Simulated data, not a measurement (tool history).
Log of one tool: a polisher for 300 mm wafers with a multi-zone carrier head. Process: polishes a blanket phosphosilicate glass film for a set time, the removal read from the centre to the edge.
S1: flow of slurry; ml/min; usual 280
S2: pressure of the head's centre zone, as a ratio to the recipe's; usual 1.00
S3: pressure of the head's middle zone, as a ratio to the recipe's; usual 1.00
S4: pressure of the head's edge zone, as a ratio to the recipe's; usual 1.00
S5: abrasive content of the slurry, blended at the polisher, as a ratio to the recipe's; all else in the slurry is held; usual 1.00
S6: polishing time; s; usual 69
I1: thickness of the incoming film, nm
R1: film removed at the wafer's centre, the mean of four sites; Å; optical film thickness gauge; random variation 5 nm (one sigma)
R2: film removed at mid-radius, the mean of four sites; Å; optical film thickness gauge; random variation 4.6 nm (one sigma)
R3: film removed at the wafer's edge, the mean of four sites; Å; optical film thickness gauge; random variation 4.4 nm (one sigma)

run    hour   S1    S2    S3    S4    S5  S6      I1    R1    R2    R3
  1     0.0  320  1.00  1.00  1.05  1.00  83  4289.8  6066  5933  5990
  2    71.3  280  1.00  1.00  1.00  1.15  69  4340.5  5356  5157  5019
      101.6  -- worn pad replaced by a new one
  3   113.5  280  1.00  1.00  1.00  1.00  69  4311.3  5113  4889  4832
  4   150.5  335  1.00  1.00  0.90  0.80  51  4250.9  3615  3474  3161
  5   175.3  190  1.00  1.00  1.05  0.90  59  4295.0  4089  3782  3955
  6   239.3  280  1.00  1.00  1.00  1.25  77  4292.3  6146  5882  5837
      250.9  -- centre zone pressure recalibrated
  7   280.5  255  1.00  1.00  1.00  1.00  69  4237.6  4717  4912  4767
  8   376.8  335  1.00  1.00  1.00  0.75  69  4346.4  4563  4564  4501
  9   402.4  280  1.00  1.00  1.00  1.00  69  4250.6  4922  4922  4826
 10   438.7  225  1.00  1.00  1.00  1.00  80  4304.8  5462  5591  5474
      445.1  -- slurry nozzle cleaned
 11   490.3  340  1.00  1.00  1.00  1.20  69  4276.9  5385  5372  5212
      526.2  -- edge zone pressure recalibrated
 12   561.0  205  1.00  1.00  1.00  1.00  69  4239.9  4831  4692  4553
      605.2  -- worn pad replaced by a new one
 13   609.1  280  1.00  1.00  1.00  1.00  69  4299.5  5271  4926  4783
 14   670.2  280  1.00  1.08  1.00  1.00  69  4214.9  5236  5078  4848
 15   713.1  280  1.00  1.00  1.00  1.00  69  4206.6  5312  4930  4752
 16   738.6  280  1.00  1.05  1.00  1.00  69  4328.4  5390  5060  4767
      749.6  -- centre zone pressure recalibrated
 17   814.9  245  1.00  1.00  1.10  1.20  69  4285.1  4945  5065  5286
 18   944.4  320  1.00  1.00  1.00  1.00  69  4260.5  4881  4984  4902
      963.3  -- slurry nozzle cleaned
 19  1015.6  280  1.00  1.00  0.89  1.00  81  4339.0  5835  5796  5344
 20  1055.2  280  1.00  1.00  0.91  1.15  69  4307.7  5321  5121  4853
     1085.8  -- worn pad replaced by a new one
 21  1126.7  280  1.00  1.10  1.00  1.30  83  4312.1  6760  6822  6249

What the log doesn't show, run by run:
removal rate lost through wear of the pad, %: 0 in every run
slurry flow missing at the pad, %: 0 in every run
deviation of the edge zone's pressure from its setpoint, %: 0 in every run
H1: deviation of the centre zone's pressure from its setpoint, %
run    H1
  1  6.72
  2  8.51
  3  9.57
  4  10.5
  5  11.1
  6  12.7
  7  2.15
  8  4.58
  9  5.22
 10  6.13
 11  7.43
 12  9.21
 13  10.4
 14    12
 15    13
 16  13.7
 17  2.08
 18  5.34
 19  7.13
 20  8.13
 21  9.93

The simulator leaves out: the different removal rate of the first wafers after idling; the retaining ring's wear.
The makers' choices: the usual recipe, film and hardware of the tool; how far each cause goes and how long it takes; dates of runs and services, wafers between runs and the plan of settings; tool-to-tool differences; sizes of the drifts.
